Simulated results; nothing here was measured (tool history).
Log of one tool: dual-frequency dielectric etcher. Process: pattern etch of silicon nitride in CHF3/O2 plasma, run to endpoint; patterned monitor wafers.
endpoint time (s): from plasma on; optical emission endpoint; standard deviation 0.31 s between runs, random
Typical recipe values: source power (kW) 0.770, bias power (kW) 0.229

run,hour,source power (kW),bias power (kW),wafers since the last listed run,hours since the last wet clean,hours since the last source power generator calibration,hours since the last bias power generator calibration,hours since the last upper electrode change,"incoming incoming film thickness, nm",endpoint time (s)
1,0.0,0.920,0.189,0,244.4,3407.6,3675.8,2509.8,59.2,36.6
2,11.4,0.770,0.229,203,255.8,3419.0,3687.2,2521.2,59.6,35.6
3,23.6,0.770,0.229,217,268.0,3431.2,3699.4,2533.4,58.9,35.7
4,36.0,0.860,0.229,221,280.4,3443.6,3711.8,2545.8,59.3,34.2
5,45.0,0.860,0.229,160,289.4,3452.6,3720.8,2554.8,59.1,34.5
6,57.5,0.860,0.229,223,301.9,3465.1,3733.3,2567.3,59.5,34.6
7,65.2,0.770,0.189,137,309.6,3472.8,3741.0,2575.0,59.3,39.4
8,80.2,0.720,0.229,267,324.6,3487.8,3756.0,2590.0,60.2,37.1
9,92.0,0.770,0.229,210,336.4,3499.6,3767.8,2601.8,59.8,36.7
10,100.5,0.770,0.229,151,344.9,3508.1,3776.3,2610.3,59.6,36.3
11,107.2,0.770,0.229,119,351.6,3514.8,3783.0,2617.0,58.9,36.3
12,113.7,0.770,0.229,116,358.1,3521.3,3789.5,2623.5,59.3,36.2
# hour 124.6: source power generator calibrated
13,126.0,0.770,0.229,148,370.4,1.4,3801.8,2635.8,60.3,37.5
14,134.2,0.770,0.229,146,378.6,9.6,3810.0,2644.0,59.6,36.6
15,142.6,0.770,0.229,149,387.0,18.0,3818.4,2652.4,59.7,36.3
# hour 155.6: bias power generator calibrated
# hour 180.7: upper electrode replaced
# hour 190.0: wet clean of the chamber
16,190.5,0.770,0.229,190,0.5,65.9,34.9,9.8,59.4,35.1
17,190.8,0.770,0.229,5,0.8,66.2,35.2,10.1,59.5,34.7
18,191.1,0.860,0.257,5,1.1,66.5,35.5,10.4,59.8,31.5
19,198.3,0.770,0.229,128,8.3,73.7,42.7,17.6,59.9,34.5
20,216.3,0.770,0.229,321,26.3,91.7,60.7,35.6,59.5,34.4
21,223.0,0.870,0.229,119,33.0,98.4,67.4,42.3,59.7,33.1
22,237.6,0.770,0.229,260,47.6,113.0,82.0,56.9,59.4,35.3
23,243.7,0.690,0.181,108,53.7,119.1,88.1,63.0,59.2,40.8
24,274.9,0.640,0.184,556,84.9,150.3,119.3,94.2,59.5,41.4
25,282.0,0.700,0.229,126,92.0,157.4,126.4,101.3,59.9,37.0
26,297.1,0.960,0.262,269,107.1,172.5,141.5,116.4,59.5,30.5
27,317.0,0.770,0.189,355,127.0,192.4,161.4,136.3,59.2,38.1
28,333.0,0.710,0.229,285,143.0,208.4,177.4,152.3,59.6,36.3
29,348.7,0.770,0.229,280,158.7,224.1,193.1,168.0,59.8,36.2
30,364.9,0.770,0.229,289,174.9,240.3,209.3,184.2,59.9,36.2
31,380.5,0.590,0.263,278,190.5,255.9,224.9,199.8,59.3,37.5
32,398.4,0.880,0.229,319,208.4,273.8,242.8,217.7,59.8,33.6
33,415.0,0.940,0.246,296,225.0,290.4,259.4,234.3,59.4,31.7
34,427.4,0.860,0.257,221,237.4,302.8,271.8,246.7,60.1,33.1
35,444.1,0.590,0.250,298,254.1,319.5,288.5,263.4,59.4,39.0
36,458.9,0.840,0.279,264,268.9,334.3,303.3,278.2,59.7,32.1

List, for all runs, the conditions of the tool that the log does not record:
source power that arrives over what is set, %: 0 at every run
bias power that arrives over what is set, %: 0 at every run
H1: etch rate over this chamber's usual, %
run,H1
1,-3.63
2,-3.78
3,-3.94
4,-4.1
5,-4.22
6,-4.38
7,-4.48
8,-4.68
9,-4.83
10,-4.95
11,-5.03
12,-5.12
13,-5.28
14,-5.39
15,-5.5
16,-0.255
17,-0.259
18,-0.263
19,-0.357
20,-0.593
21,-0.681
22,-0.873
23,-0.953
24,-1.36
25,-1.46
26,-1.65
27,-1.91
28,-2.12
29,-2.33
30,-2.54
31,-2.75
32,-2.98
33,-3.2
34,-3.36
35,-3.58
36,-3.78
